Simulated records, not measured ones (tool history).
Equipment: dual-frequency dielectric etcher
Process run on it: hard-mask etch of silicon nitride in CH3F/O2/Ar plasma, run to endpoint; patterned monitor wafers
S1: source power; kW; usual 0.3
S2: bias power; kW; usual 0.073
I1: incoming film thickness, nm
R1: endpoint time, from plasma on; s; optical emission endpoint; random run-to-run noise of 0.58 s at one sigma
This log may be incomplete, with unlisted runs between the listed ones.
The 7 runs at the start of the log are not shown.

run	hour	S1	S2	I1	R1
8	69	0.26	0.065	49.2	86.9
9	80.3	0.26	0.065	48.91	86.3
10	92.3	0.3	0.073	48.98	76.7
11	105.6	0.3	0.073	49.21	78
12	120	0.3	0.073	48.68	75.6
13	137.3	0.3	0.073	49.26	77.5
14	148.8	0.3	0.073	49.38	77.4
15	156.1	0.3	0.073	49.59	77.4
# hour 164: bias power generator calibrated
# hour 184.2: wet clean of the chamber
16	184.7	0.3	0.073	49.4	78.4
17	185.1	0.3	0.073	48.72	76.5
18	194.2	0.3	0.073	49.3	77.6

What will run 19 give?
19	209.6	0.38	0.059	48.69	?

{"run 19": {"R1": 74.6}}
Minus the tool's unlogged condition, the same run would have read R1 74.6 s.
